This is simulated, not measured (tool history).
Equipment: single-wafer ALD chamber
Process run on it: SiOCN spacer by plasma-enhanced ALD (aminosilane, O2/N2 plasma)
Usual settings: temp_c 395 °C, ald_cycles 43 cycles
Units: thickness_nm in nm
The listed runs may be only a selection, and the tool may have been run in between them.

run,hour,temp_c,ald_cycles,"read-back reference wafer on the same gauge, thickness_nm",thickness_nm
1,0.0,385,43,2.231,2.615
2,12.6,385,43,2.231,2.621
3,23.7,395,43,2.229,2.620
4,37.3,395,43,2.230,2.613
5,49.1,395,43,2.230,2.617
6,60.9,395,41,2.231,2.496
7,78.7,395,43,2.231,2.609
8,94.6,395,43,2.231,2.616
9,101.6,395,43,2.228,2.625
10,114.0,395,47,2.230,2.873
# hour 128.3: thermocouple changed; heater temperature recalibrated
11,128.8,395,47,2.231,2.860
# hour 133.1: gauge calibrated
12,134.9,395,47,2.228,2.855
13,150.7,395,43,2.229,2.623
14,164.9,395,37,2.230,2.254
15,180.0,395,37,2.230,2.254
16,193.5,395,37,2.230,2.253
17,205.0,395,51,2.231,3.107
18,213.2,395,49,2.233,2.990
19,227.3,408,51,2.230,3.016
20,244.7,395,43,2.232,2.618
21,262.3,381,47,2.230,2.863
22,275.0,389,37,2.232,2.252
23,282.1,395,45,2.231,2.728
24,294.2,406,51,2.229,3.038
25,304.7,395,43,2.231,2.616
26,310.7,384,40,2.231,2.440

Forecast run 27:
27,326.3,381,40,?,?

read-back reference wafer on the same gauge, thickness_nm: 2.231
thickness_nm: 2.437 nm
Without the tool's hidden state the same run would have given thickness_nm 2.437 nm.

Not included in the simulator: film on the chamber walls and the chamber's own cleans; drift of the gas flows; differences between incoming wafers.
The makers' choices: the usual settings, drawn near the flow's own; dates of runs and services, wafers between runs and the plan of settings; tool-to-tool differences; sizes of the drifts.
